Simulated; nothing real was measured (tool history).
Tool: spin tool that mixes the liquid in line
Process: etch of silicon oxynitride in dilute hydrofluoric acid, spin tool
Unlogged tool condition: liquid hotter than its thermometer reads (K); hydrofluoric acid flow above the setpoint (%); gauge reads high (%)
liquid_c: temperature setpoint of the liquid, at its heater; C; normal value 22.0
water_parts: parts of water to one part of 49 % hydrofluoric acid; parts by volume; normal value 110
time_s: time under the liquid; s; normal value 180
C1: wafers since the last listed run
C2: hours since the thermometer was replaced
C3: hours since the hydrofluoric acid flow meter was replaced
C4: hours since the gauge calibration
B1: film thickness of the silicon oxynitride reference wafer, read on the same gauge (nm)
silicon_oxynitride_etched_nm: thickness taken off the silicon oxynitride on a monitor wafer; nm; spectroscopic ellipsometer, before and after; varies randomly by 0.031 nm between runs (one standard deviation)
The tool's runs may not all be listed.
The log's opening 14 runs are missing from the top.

-- hour=159.6 thermometer replaced
run 15 hour=160.4 | liquid_c=19.5 water_parts=110 time_s=140 | C1=41 C2=0.8 C3=30.9 C4=24.8 | B1=139.998 | silicon_oxynitride_etched_nm=2.671
run 16 hour=176.3 | liquid_c=17.0 water_parts=110 time_s=180 | C1=79 C2=16.7 C3=46.8 C4=40.7 | B1=139.969 | silicon_oxynitride_etched_nm=3.065
run 17 hour=184.7 | liquid_c=26.5 water_parts=110 time_s=140 | C1=42 C2=25.1 C3=55.2 C4=49.1 | B1=139.996 | silicon_oxynitride_etched_nm=3.631
run 18 hour=200.9 | liquid_c=22.0 water_parts=155 time_s=180 | C1=81 C2=41.3 C3=71.4 C4=65.3 | B1=140.006 | silicon_oxynitride_etched_nm=2.651
run 19 hour=211.8 | liquid_c=25.5 water_parts=80 time_s=180 | C1=54 C2=52.2 C3=82.3 C4=76.2 | B1=139.991 | silicon_oxynitride_etched_nm=6.359
-- hour=217.5 thermometer replaced, repeated, since the last time left the tool worse
run 20 hour=218.0 | liquid_c=22.0 water_parts=110 time_s=180 | C1=26 C2=0.5 C3=88.5 C4=82.4 | B1=140.003 | silicon_oxynitride_etched_nm=3.314
run 21 hour=229.2 | liquid_c=22.0 water_parts=110 time_s=95 | C1=56 C2=11.7 C3=99.7 C4=93.6 | B1=139.996 | silicon_oxynitride_etched_nm=1.780
run 22 hour=240.2 | liquid_c=22.0 water_parts=110 time_s=180 | C1=55 C2=22.7 C3=110.7 C4=104.6 | B1=140.022 | silicon_oxynitride_etched_nm=3.311

Run 23 has not been measured yet. What should we expect?
run 23 hour=249.3 | liquid_c=22.0 water_parts=110 time_s=215 | C1=45 C2=31.8 C3=119.8 C4=113.7 | B1=? | silicon_oxynitride_etched_nm=?

B1: 140.013
silicon_oxynitride_etched_nm: 3.998 nm
Take away the tool's hidden state, keep the run-to-run variation as it was, and the same run would have given silicon_oxynitride_etched_nm 3.953 nm.

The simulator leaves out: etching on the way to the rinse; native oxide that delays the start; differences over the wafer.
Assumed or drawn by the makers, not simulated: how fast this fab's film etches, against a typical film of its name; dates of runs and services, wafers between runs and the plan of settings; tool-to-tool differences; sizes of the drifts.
